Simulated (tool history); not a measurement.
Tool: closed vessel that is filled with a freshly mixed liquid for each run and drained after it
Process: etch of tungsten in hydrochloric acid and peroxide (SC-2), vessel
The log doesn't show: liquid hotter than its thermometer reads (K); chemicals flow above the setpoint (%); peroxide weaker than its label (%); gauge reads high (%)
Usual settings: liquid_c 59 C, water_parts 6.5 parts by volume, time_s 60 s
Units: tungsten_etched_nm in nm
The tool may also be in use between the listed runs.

run,hour,liquid_c,water_parts,time_s,wafers since the last listed run,hours since the thermometer was replaced,hours since the chemicals flow meter was replaced,hours since the drum of peroxide was connected,hours since the gauge calibration,"read-back film thickness of the tungsten reference wafer, read on the same gauge (nm)",tungsten_etched_nm
1,0,59,6.5,60,0,822.9,993.7,797.9,1801.7,140.03,53.19
2,26.3,59,6.5,60,3301,849.2,1020,824.2,1828,139.99,53.68
3,58,59,6.5,60,3979,880.9,1051.7,855.9,1859.7,139.99,54.7
4,123.9,59,6.5,60,8273,946.8,1117.6,921.8,1925.6,140,54.81
5,164.2,59,8.5,60,5059,987.1,1157.9,962.1,1965.9,140,43.56
6,190.4,59,8.5,60,3289,1013.3,1184.1,988.3,1992.1,139.99,42.58
7,255.4,59,8.5,60,8160,1078.3,1249.1,1053.3,2057.1,139.98,43.51
8,297,59,6.5,60,5222,1119.9,1290.7,1094.9,2098.7,140.01,54.07
# hour 297.3: gauge calibrated
9,330.4,59,6.5,60,4193,1153.3,1324.1,1128.3,33.1,139.99,53.8
10,380.2,59,6.5,60,6252,1203.1,1373.9,1178.1,82.9,139.99,54.12
# hour 385.3: new drum of peroxide connected
11,405.1,59,6.5,60,3000,1228,1398.8,19.8,107.8,140.02,53.96
# hour 428.9: chemicals flow meter replaced
12,457.7,65,9.5,70,6478,1280.6,28.8,72.4,160.4,140.02,67.52
13,504.8,54,7.5,45,5913,1327.7,75.9,119.5,207.5,140.01,25.89
14,538.2,59,6.5,40,4193,1361.1,109.3,152.9,240.9,140,36.07
15,579.4,49.5,5,40,5172,1402.3,150.5,194.1,282.1,140,23.6
16,646.1,59,6.5,60,8373,1469,217.2,260.8,348.8,140.01,53.93
17,678.2,49.5,9,35,4030,1501.1,249.3,292.9,380.9,139.99,13.1
18,736.2,59,4,50,7281,1559.1,307.3,350.9,438.9,139.99,63.31
19,778.6,62,6.5,30,5323,1601.5,349.7,393.3,481.3,140,32.38
20,842.5,59,6.5,80,8022,1665.4,413.6,457.2,545.2,140.02,71.27
21,875.2,59,6.5,60,4105,1698.1,446.3,489.9,577.9,140.02,53.78
# hour 921.2: thermometer replaced
22,931.7,59,6.5,60,6967,10.5,502.8,546.4,634.4,140.01,53.94
23,963.4,64.5,7.5,60,3979,42.2,534.5,578.1,666.1,140.01,68.57
24,1005.8,59,8.5,60,5323,84.6,576.9,620.5,708.5,140,43.56
25,1076.7,64.5,6.5,60,8901,155.5,647.8,691.4,779.4,139.99,76.43
26,1113.9,52.5,6.5,40,4670,192.7,685,728.6,816.6,139.97,23.33
27,1138.6,52.5,6.5,60,3100,217.4,709.7,753.3,841.3,139.99,35.07
28,1271.4,59,4,60,16672,350.2,842.5,886.1,974.1,140.01,75.05
29,1318.2,62.5,4,60,5875,397,889.3,932.9,1020.9,140.01,95.28

5 ways to go on from here, each from the tool as it stands after run 29. What would each give?
A,1318.9,59,6.5,60,87,397.7,890,933.6,1021.6,?,?
B,1318.9,59,6.5,75,87,397.7,890,933.6,1021.6,?,?
C,1318.9,52.5,5,60,87,397.7,890,933.6,1021.6,?,?
D,1318.9,65.5,4.5,90,87,397.7,890,933.6,1021.6,?,?
E,1318.9,67,8.5,60,87,397.7,890,933.6,1021.6,?,?

run,"read-back film thickness of the tungsten reference wafer, read on the same gauge (nm)",tungsten_etched_nm
A,140.04,54.29
B,140.04,67.87
C,140.04,43.39
D,140.04,159.25
E,140.04,71.96
Without the tool's hidden state the same runs would have given:
run,tungsten_etched_nm
A,54.29
B,67.87
C,43.39
D,159.25
E,71.96
